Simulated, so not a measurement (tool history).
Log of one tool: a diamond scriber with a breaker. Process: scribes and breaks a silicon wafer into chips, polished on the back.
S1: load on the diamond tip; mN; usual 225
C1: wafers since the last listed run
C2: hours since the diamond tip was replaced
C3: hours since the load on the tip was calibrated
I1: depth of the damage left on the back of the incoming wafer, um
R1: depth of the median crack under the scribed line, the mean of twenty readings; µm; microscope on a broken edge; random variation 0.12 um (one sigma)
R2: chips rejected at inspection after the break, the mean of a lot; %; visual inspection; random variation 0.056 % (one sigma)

run 1 hour=0 | S1=225 | C1=0 C2=777.4 C3=1193.2 | I1=0.01 | R1=9.37 R2=0.87
run 2 hour=47 | S1=225 | C1=58 C2=824.4 C3=1240.2 | I1=0.05 | R1=9.27 R2=0.95
run 3 hour=54.9 | S1=225 | C1=9 C2=832.3 C3=1248.1 | I1=0.02 | R1=9.14 R2=0.94
run 4 hour=70.1 | S1=225 | C1=18 C2=847.5 C3=1263.3 | I1=0.02 | R1=9.16 R2=0.82
run 5 hour=82.6 | S1=187 | C1=15 C2=860 C3=1275.8 | I1=0.04 | R1=7.8 R2=4.15
run 6 hour=98.5 | S1=186 | C1=19 C2=875.9 C3=1291.7 | I1=0.05 | R1=7.94 R2=4.43
run 7 hour=113.7 | S1=225 | C1=18 C2=891.1 C3=1306.9 | I1=0.01 | R1=9.14 R2=0.86
run 8 hour=124.6 | S1=250 | C1=13 C2=902 C3=1317.8 | I1=0.03 | R1=10.26 R2=1.99
run 9 hour=140.6 | S1=250 | C1=19 C2=918 C3=1333.8 | I1=0.02 | R1=10 R2=1.9
-- hour=142.7 load on the tip recalibrated
-- hour=156.1 diamond tip replaced by a new one
run 10 hour=157 | S1=207 | C1=15 C2=0.9 C3=14.3 | I1=0.04 | R1=8.73 R2=1.64
run 11 hour=172.8 | S1=207 | C1=19 C2=16.7 C3=30.1 | I1=0.04 | R1=8.79 R2=1.63
run 12 hour=185.7 | S1=207 | C1=16 C2=29.6 C3=43 | I1=0.03 | R1=8.47 R2=1.38
run 13 hour=203.1 | S1=253 | C1=21 C2=47 C3=60.4 | I1=0.01 | R1=10.26 R2=2.32
run 14 hour=241.7 | S1=265 | C1=48 C2=85.6 C3=99 | I1=0.02 | R1=10.41 R2=3.02
run 15 hour=250.8 | S1=225 | C1=11 C2=94.7 C3=108.1 | I1=0.03 | R1=9.2 R2=0.97
run 16 hour=294.7 | S1=278 | C1=54 C2=138.6 C3=152 | I1=0.02 | R1=11.02 R2=4.17
run 17 hour=301.4 | S1=170 | C1=8 C2=145.3 C3=158.7 | I1=0.01 | R1=7.12 R2=8.72
run 18 hour=311.8 | S1=291 | C1=12 C2=155.7 C3=169.1 | I1=0.02 | R1=11.3 R2=6.49
run 19 hour=318.9 | S1=258 | C1=8 C2=162.8 C3=176.2 | I1=0.05 | R1=10.39 R2=2.29
run 20 hour=333.5 | S1=158 | C1=18 C2=177.4 C3=190.8 | I1=0.03 | R1=6.72 R2=13.87
run 21 hour=365.8 | S1=189 | C1=40 C2=209.7 C3=223.1 | I1=0.02 | R1=8.06 R2=3.71
run 22 hour=382.4 | S1=225 | C1=20 C2=226.3 C3=239.7 | I1=0.04 | R1=9.29 R2=0.94
run 23 hour=392.6 | S1=276 | C1=12 C2=236.5 C3=249.9 | I1=0.01 | R1=10.92 R2=4.58
run 24 hour=406.3 | S1=247 | C1=17 C2=250.2 C3=263.6 | I1=0.01 | R1=9.89 R2=1.67
run 25 hour=413.4 | S1=225 | C1=8 C2=257.3 C3=270.7 | I1=0.04 | R1=9.24 R2=0.84
run 26 hour=423.5 | S1=273 | C1=12 C2=267.4 C3=280.8 | I1=0.05 | R1=10.77 R2=3.88
run 27 hour=429.5 | S1=159 | C1=7 C2=273.4 C3=286.8 | I1=0.02 | R1=6.97 R2=12.47

3 ways to go on from here, each from the tool as it stands after run 27. What would each give?
run A hour=430.2 | S1=201 | C1=0 C2=274.1 C3=287.5 | I1=0.04 | R1=? R2=?
run B hour=430.2 | S1=166 | C1=0 C2=274.1 C3=287.5 | I1=0.04 | R1=? R2=?
run C hour=430.2 | S1=200 | C1=0 C2=274.1 C3=287.5 | I1=0.04 | R1=? R2=?

run=A R1=8.39 R2=2.03
run=B R1=7.04 R2=9.59
run=C R1=8.36 R2=2.14
Without the tool's hidden state the same runs would have given:
run=A R1=8.39 R2=2.03
run=B R1=7.04 R2=9.59
run=C R1=8.36 R2=2.14
